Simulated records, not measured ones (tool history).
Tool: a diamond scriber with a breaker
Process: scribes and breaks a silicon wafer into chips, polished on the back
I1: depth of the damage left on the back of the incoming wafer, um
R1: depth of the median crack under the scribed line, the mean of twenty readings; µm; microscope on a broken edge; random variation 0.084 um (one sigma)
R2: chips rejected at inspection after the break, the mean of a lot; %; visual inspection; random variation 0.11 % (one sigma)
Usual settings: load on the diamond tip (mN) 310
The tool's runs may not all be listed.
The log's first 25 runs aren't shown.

{"hour": 1910.9, "done": "load on the tip recalibrated"}
{"run": 26, "hour": 1964.4, "load on the diamond tip (mN)": 376, "I1": 0.04, "R1": 7.7, "R2": 3.17}
{"run": 27, "hour": 2053.0, "load on the diamond tip (mN)": 310, "I1": 0.02, "R1": 6.8, "R2": 1.44}
{"run": 28, "hour": 2110.6, "load on the diamond tip (mN)": 310, "I1": 0.05, "R1": 6.93, "R2": 1.66}
{"run": 29, "hour": 2180.1, "load on the diamond tip (mN)": 219, "I1": 0.02, "R1": 5.54, "R2": 6.29}
{"run": 30, "hour": 2223.7, "load on the diamond tip (mN)": 310, "I1": 0.04, "R1": 6.93, "R2": 1.62}
{"run": 31, "hour": 2284.6, "load on the diamond tip (mN)": 395, "I1": 0.04, "R1": 7.91, "R2": 4.19}
{"run": 32, "hour": 2424.2, "load on the diamond tip (mN)": 375, "I1": 0.04, "R1": 7.77, "R2": 3.1}
{"hour": 2436.0, "done": "diamond tip replaced by a new one"}
{"run": 33, "hour": 2488.0, "load on the diamond tip (mN)": 337, "I1": 0.02, "R1": 7.1, "R2": 1.98}
{"run": 34, "hour": 2570.8, "load on the diamond tip (mN)": 227, "I1": 0.04, "R1": 5.82, "R2": 6.09}
{"run": 35, "hour": 2652.3, "load on the diamond tip (mN)": 278, "I1": 0.05, "R1": 6.48, "R2": 2.07}
{"run": 36, "hour": 2699.3, "load on the diamond tip (mN)": 310, "I1": 0.04, "R1": 7, "R2": 1.88}
{"hour": 2777.5, "done": "load on the tip recalibrated"}
{"run": 37, "hour": 3009.0, "load on the diamond tip (mN)": 400, "I1": 0.03, "R1": 7.89, "R2": 4.37}
{"run": 38, "hour": 3074.4, "load on the diamond tip (mN)": 254, "I1": 0.03, "R1": 6.17, "R2": 3.56}
{"run": 39, "hour": 3147.5, "load on the diamond tip (mN)": 277, "I1": 0.04, "R1": 6.42, "R2": 2.25}
{"hour": 3160.6, "done": "diamond tip replaced by a new one"}
{"run": 40, "hour": 3197.1, "load on the diamond tip (mN)": 373, "I1": 0.04, "R1": 7.48, "R2": 3.15}

3 ways to go on from here, each from the tool as it stands after run 40. What would each give?
{"run": "A", "hour": 3197.8, "load on the diamond tip (mN)": 371, "I1": 0.02, "R1": "?", "R2": "?"}
{"run": "B", "hour": 3197.8, "load on the diamond tip (mN)": 255, "I1": 0.02, "R1": "?", "R2": "?"}
{"run": "C", "hour": 3197.8, "load on the diamond tip (mN)": 282, "I1": 0.02, "R1": "?", "R2": "?"}

run=A R1=7.62 R2=2.94
run=B R1=6.13 R2=3.11
run=C R1=6.49 R2=1.92
Without the tool's hidden state the same runs would have given:
run=A R1=7.62 R2=2.94
run=B R1=6.13 R2=3.11
run=C R1=6.49 R2=1.92
